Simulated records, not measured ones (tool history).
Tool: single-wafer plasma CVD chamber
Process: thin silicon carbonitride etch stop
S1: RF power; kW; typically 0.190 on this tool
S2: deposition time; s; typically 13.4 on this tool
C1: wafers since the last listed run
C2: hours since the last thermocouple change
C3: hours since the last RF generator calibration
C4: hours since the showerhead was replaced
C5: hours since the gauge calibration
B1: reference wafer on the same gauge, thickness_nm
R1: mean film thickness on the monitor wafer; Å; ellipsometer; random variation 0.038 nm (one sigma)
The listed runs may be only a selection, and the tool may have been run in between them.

| run | hour | S1 | S2 | C1 | C2 | C3 | C4 | C5 | B1 | R1 |
|---|---|---|---|---|---|---|---|---|---|---|
| 1 | 0.0 | 0.190 | 13.4 | 0 | 116.0 | 14.4 | 5036.1 | 699.1 | 8.033 | 75.91 |
| 2 | 102.2 | 0.190 | 13.4 | 4549 | 218.2 | 116.6 | 5138.3 | 801.3 | 8.042 | 76.38 |
| 3 | 166.1 | 0.190 | 13.4 | 2844 | 282.1 | 180.5 | 5202.2 | 865.2 | 8.045 | 76.76 |
| 4 | 425.7 | 0.190 | 13.4 | 11556 | 541.7 | 440.1 | 5461.8 | 1124.8 | 8.081 | 77.69 |
| 5 | 482.8 | 0.190 | 13.4 | 2541 | 598.8 | 497.2 | 5518.9 | 1181.9 | 8.080 | 76.76 |
| 6 | 565.6 | 0.190 | 12.2 | 3686 | 681.6 | 580.0 | 5601.7 | 1264.7 | 8.106 | 70.51 |
| 7 | 670.2 | 0.190 | 12.2 | 4656 | 786.2 | 684.6 | 5706.3 | 1369.3 | 8.129 | 70.12 |
| 8 | 725.6 | 0.190 | 12.2 | 2466 | 841.6 | 740.0 | 5761.7 | 1424.7 | 8.132 | 70.04 |
| 9 | 780.4 | 0.190 | 13.4 | 2439 | 896.4 | 794.8 | 5816.5 | 1479.5 | 8.151 | 77.63 |
|  | 867.9 | showerhead replaced |
| 10 | 879.2 | 0.175 | 13.4 | 4042 | 995.2 | 893.6 | 11.3 | 1578.3 | 8.178 | 75.46 |
|  | 896.0 | gauge calibrated |
|  | 1147.1 | RF generator calibrated |
| 11 | 1199.6 | 0.210 | 13.4 | 13907 | 1315.6 | 52.5 | 331.7 | 303.6 | 8.004 | 77.50 |
|  | 1208.7 | thermocouple changed; heater temperature recalibrated |
| 12 | 1256.9 | 0.190 | 13.4 | 2194 | 48.2 | 109.8 | 389.0 | 360.9 | 8.003 | 75.91 |
| 13 | 1352.1 | 0.160 | 11.8 | 4238 | 143.4 | 205.0 | 484.2 | 456.1 | 8.002 | 63.20 |
| 14 | 1415.6 | 0.220 | 15.8 | 2826 | 206.9 | 268.5 | 547.7 | 519.6 | 8.012 | 92.62 |
| 15 | 1456.2 | 0.190 | 13.4 | 1807 | 247.5 | 309.1 | 588.3 | 560.2 | 8.011 | 76.14 |

What will run 16 give?
| 16 | 1504.6 | 0.210 | 10.8 | 2154 | 295.9 | 357.5 | 636.7 | 608.6 | ? | ? |

Run 16 came out at B1 8.025, R1 63.30 Å.
With no hidden state in the tool, this same run would have given R1 62.98 Å.
